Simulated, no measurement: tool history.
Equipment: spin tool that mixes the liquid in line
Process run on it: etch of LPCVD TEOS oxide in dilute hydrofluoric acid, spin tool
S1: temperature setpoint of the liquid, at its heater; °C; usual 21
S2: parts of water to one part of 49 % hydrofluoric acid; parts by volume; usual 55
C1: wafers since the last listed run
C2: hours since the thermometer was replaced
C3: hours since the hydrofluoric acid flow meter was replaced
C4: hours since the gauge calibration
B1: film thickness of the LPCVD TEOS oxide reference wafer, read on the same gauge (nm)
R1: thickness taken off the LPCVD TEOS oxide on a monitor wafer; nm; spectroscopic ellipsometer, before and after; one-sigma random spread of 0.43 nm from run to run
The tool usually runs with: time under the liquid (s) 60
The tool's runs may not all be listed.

{"run": 1, "day": 0.0, "S1": 21, "S2": 55, "time under the liquid (s)": 60, "C1": 0, "C2": 1285.7, "C3": 2429, "C4": 506.8, "B1": 100.01, "R1": 47.61}
{"run": 2, "day": 1.104, "S1": 21, "S2": 55, "time under the liquid (s)": 60, "C1": 401, "C2": 1312.2, "C3": 2455.5, "C4": 533.3, "B1": 99.98, "R1": 46.3}
{"run": 3, "day": 2.171, "S1": 21, "S2": 55, "time under the liquid (s)": 60, "C1": 388, "C2": 1337.8, "C3": 2481.1, "C4": 558.9, "B1": 100.04, "R1": 47.09}
{"run": 4, "day": 3.1, "S1": 21, "S2": 55, "time under the liquid (s)": 85, "C1": 338, "C2": 1360.1, "C3": 2503.4, "C4": 581.2, "B1": 99.99, "R1": 66.08}
{"run": 5, "day": 4.221, "S1": 21, "S2": 55, "time under the liquid (s)": 85, "C1": 407, "C2": 1387, "C3": 2530.3, "C4": 608.1, "B1": 100, "R1": 65.78}
{"run": 6, "day": 4.912, "S1": 21, "S2": 40, "time under the liquid (s)": 60, "C1": 251, "C2": 1403.6, "C3": 2546.9, "C4": 624.7, "B1": 100.03, "R1": 65.16}
{"run": 7, "day": 5.704, "S1": 21, "S2": 40, "time under the liquid (s)": 60, "C1": 287, "C2": 1422.6, "C3": 2565.9, "C4": 643.7, "B1": 99.97, "R1": 64.63}
{"run": 8, "day": 6.496, "S1": 21, "S2": 55, "time under the liquid (s)": 45, "C1": 287, "C2": 1441.6, "C3": 2584.9, "C4": 662.7, "B1": 100.01, "R1": 35.13}
{"run": 9, "day": 7.517, "S1": 21, "S2": 55, "time under the liquid (s)": 45, "C1": 371, "C2": 1466.1, "C3": 2609.4, "C4": 687.2, "B1": 99.94, "R1": 35.39}
{"day": 7.571, "done": "hydrofluoric acid flow meter replaced"}
{"day": 7.829, "done": "gauge calibrated"}
{"run": 10, "day": 8.254, "S1": 18.5, "S2": 40, "time under the liquid (s)": 60, "C1": 253, "C2": 1483.8, "C3": 16.4, "C4": 10.2, "B1": 100, "R1": 57.41}
{"run": 11, "day": 9.083, "S1": 17, "S2": 80, "time under the liquid (s)": 60, "C1": 301, "C2": 1503.7, "C3": 36.3, "C4": 30.1, "B1": 100.01, "R1": 26.28}
{"day": 9.962, "done": "thermometer replaced"}
{"run": 12, "day": 13.392, "S1": 24, "S2": 40, "time under the liquid (s)": 40, "C1": 1552, "C2": 82.3, "C3": 139.7, "C4": 133.5, "B1": 100.02, "R1": 54.66}
{"run": 13, "day": 14.771, "S1": 21, "S2": 55, "time under the liquid (s)": 60, "C1": 501, "C2": 115.4, "C3": 172.8, "C4": 166.6, "B1": 100.03, "R1": 51.2}
{"run": 14, "day": 15.996, "S1": 21, "S2": 55, "time under the liquid (s)": 60, "C1": 445, "C2": 144.8, "C3": 202.2, "C4": 196, "B1": 100.02, "R1": 50.6}
{"run": 15, "day": 16.617, "S1": 21, "S2": 70, "time under the liquid (s)": 60, "C1": 225, "C2": 159.7, "C3": 217.1, "C4": 210.9, "B1": 99.94, "R1": 39.63}
{"run": 16, "day": 17.454, "S1": 21, "S2": 75, "time under the liquid (s)": 60, "C1": 304, "C2": 179.8, "C3": 237.2, "C4": 231, "B1": 99.96, "R1": 36.81}

Predict the results of run 17:
{"run": 17, "day": 18.758, "S1": 21, "S2": 35, "time under the liquid (s)": 25, "C1": 474, "C2": 211.1, "C3": 268.5, "C4": 262.3, "B1": "?", "R1": "?"}

B1: 100
R1: 33.97 nm
On a tool with no hidden condition, and with the same random variation, this run would have come out at R1 34.46 nm.
